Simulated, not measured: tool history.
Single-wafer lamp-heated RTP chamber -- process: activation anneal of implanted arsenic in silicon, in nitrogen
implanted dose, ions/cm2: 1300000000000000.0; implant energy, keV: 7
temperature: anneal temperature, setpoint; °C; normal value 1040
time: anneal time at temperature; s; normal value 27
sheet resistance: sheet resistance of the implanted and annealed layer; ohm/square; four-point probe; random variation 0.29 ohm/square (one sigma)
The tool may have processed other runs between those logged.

run,day,temperature,time,"read-back reference wafer on the same gauge, sheet resistance",sheet resistance
1,0,1040,21,119,128.05
2,1.242,1040,21,118.99,128.17
3,3.521,1040,21,119.09,128.75
4,4.65,1040,27,119.04,122.01
# day 5.65: pyrometer window cleaned and pyrometer calibrated
5,6.692,1040,27,119.02,122.62
6,7.817,1032,27,118.85,127.71
7,10.608,1032,27,119.07,126.79
8,12.162,1032,27,118.9,126.86
# day 12.604: reflector plate cleaned
9,13.521,1040,27,119.05,121.82
10,14.871,1040,27,119.11,122.02
# day 15.858: pyrometer window cleaned and pyrometer calibrated
11,16.258,1022,19,118.94,146.82
12,17.742,1061,39,119.01,107.1
13,20.658,1026,14,119.08,153.26
# day 21.642: gauge calibrated
14,23.3,1061,39,118.96,106.81
15,24.738,1050,17,119,126.38
# day 25.379: pyrometer window cleaned and pyrometer calibrated
16,25.838,1040,27,119.05,122.86
17,27.496,1053,31,118.98,113.78
18,29.238,1014,41,118.97,127.52
19,31.075,1058,32,118.94,110.67
# day 34.008: pyrometer window cleaned and pyrometer calibrated
20,34.029,1040,40,119.04,115.04

Branching from run 20: 5 alternative next runs. What would each branch give?
A,34.046,1040,27,?,?
B,34.046,1066,22,?,?
C,34.046,1017,23,?,?
D,34.046,1013,18,?,?
E,34.046,1031,27,?,?

run,"read-back reference wafer on the same gauge, sheet resistance",sheet resistance
A,118.88,123.54
B,118.88,114.87
C,118.88,146
D,118.88,159.53
E,118.88,129.15
The same runs, with their run-to-run variation unchanged, on a tool lacking any hidden condition would have given:
run,sheet resistance
A,123.56
B,114.88
C,146.04
D,159.57
E,129.17
